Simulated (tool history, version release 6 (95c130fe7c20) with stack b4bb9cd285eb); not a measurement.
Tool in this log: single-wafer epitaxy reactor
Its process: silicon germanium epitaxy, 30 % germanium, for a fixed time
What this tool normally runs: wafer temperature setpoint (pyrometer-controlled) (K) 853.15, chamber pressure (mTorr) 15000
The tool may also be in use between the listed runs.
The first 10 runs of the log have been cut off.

| run | hour | wafer temperature setpoint (pyrometer-controlled) (K) | chamber pressure (mTorr) | wafers since the last listed run | hours since the last pyrometer calibration | hours since the last manometer calibration | hours since the showerhead was replaced | hours since the gauge calibration | read-back reference wafer on the same gauge, thickness_nm | mean film thickness on the monitor wafer (nm) |
|---|---|---|---|---|---|---|---|---|---|---|
| 11 | 614.7 | 853.15 | 15000 | 1041 | 2697.8 | 2607.3 | 3352.2 | 778.8 | 31.428 | 33.550 |
| 12 | 667.9 | 853.15 | 15000 | 982 | 2751.0 | 2660.5 | 3405.4 | 832.0 | 31.380 | 33.534 |
| 13 | 695.8 | 853.15 | 15000 | 515 | 2778.9 | 2688.4 | 3433.3 | 859.9 | 31.344 | 33.792 |
| 14 | 764.5 | 853.15 | 17200 | 1268 | 2847.6 | 2757.1 | 3502.0 | 928.6 | 31.437 | 34.712 |
| 15 | 800.5 | 853.15 | 17200 | 664 | 2883.6 | 2793.1 | 3538.0 | 964.6 | 31.422 | 35.030 |
| 16 | 839.0 | 861.15 | 15000 | 711 | 2922.1 | 2831.6 | 3576.5 | 1003.1 | 31.438 | 39.939 |
|  | 859.7 | capacitance manometer re-zeroed and calibrated |
| 17 | 889.4 | 860.15 | 18500 | 783 | 2972.5 | 29.7 | 3626.9 | 1053.5 | 31.371 | 41.720 |
| 18 | 958.3 | 861.15 | 17600 | 1272 | 3041.4 | 98.6 | 3695.8 | 1122.4 | 31.437 | 41.977 |
| 19 | 1025.0 | 853.15 | 15000 | 1231 | 3108.1 | 165.3 | 3762.5 | 1189.1 | 31.394 | 33.855 |
|  | 1062.0 | showerhead replaced |
|  | 1084.6 | pyrometer calibrated |
| 20 | 1084.9 | 849.15 | 14000 | 810 | 0.3 | 225.2 | 22.9 | 1249.0 | 31.468 | 29.997 |
| 21 | 1113.5 | 853.15 | 15000 | 528 | 28.9 | 253.8 | 51.5 | 1277.6 | 31.406 | 33.657 |
| 22 | 1159.9 | 853.15 | 15000 | 857 | 75.3 | 300.2 | 97.9 | 1324.0 | 31.395 | 33.614 |
|  | 1160.8 | gauge calibrated |
| 23 | 1228.4 | 865.15 | 12000 | 1265 | 143.8 | 368.7 | 166.4 | 67.6 | 31.393 | 41.131 |
| 24 | 1353.4 | 865.15 | 16200 | 2308 | 268.8 | 493.7 | 291.4 | 192.6 | 31.325 | 44.821 |
| 25 | 1393.8 | 858.15 | 15000 | 746 | 309.2 | 534.1 | 331.8 | 233.0 | 31.382 | 37.690 |
| 26 | 1461.0 | 863.15 | 11500 | 1241 | 376.4 | 601.3 | 399.0 | 300.2 | 31.371 | 39.112 |
| 27 | 1509.7 | 840.15 | 11700 | 899 | 425.1 | 650.0 | 447.7 | 348.9 | 31.480 | 23.764 |
| 28 | 1535.8 | 844.15 | 13400 | 482 | 451.2 | 676.1 | 473.8 | 375.0 | 31.393 | 26.741 |
| 29 | 1598.8 | 860.15 | 18700 | 1163 | 514.2 | 739.1 | 536.8 | 438.0 | 31.406 | 41.620 |
| 30 | 1626.9 | 853.15 | 15000 | 519 | 542.3 | 767.2 | 564.9 | 466.1 | 31.407 | 33.374 |
| 31 | 1669.1 | 847.15 | 12300 | 779 | 584.5 | 809.4 | 607.1 | 508.3 | 31.397 | 27.978 |

Consider 3 possible next runs. They are alternatives, not a sequence: every one starts from the tool as it was left by run 31. What does each give?
| A | 1669.5 | 866.15 | 15000 | 7 | 584.9 | 809.8 | 607.5 | 508.7 | ? | ? |
| B | 1669.5 | 862.15 | 15000 | 7 | 584.9 | 809.8 | 607.5 | 508.7 | ? | ? |
| C | 1669.5 | 844.15 | 13600 | 7 | 584.9 | 809.8 | 607.5 | 508.7 | ? | ? |

| run | read-back reference wafer on the same gauge, thickness_nm | mean film thickness on the monitor wafer (nm) |
|---|---|---|
| A | 31.365 | 44.415 |
| B | 31.365 | 40.807 |
| C | 31.365 | 26.804 |
What these runs would have given with no unlogged condition in the tool:
| run | mean film thickness on the monitor wafer (nm) |
|---|---|
| A | 44.415 |
| B | 40.807 |
| C | 26.804 |
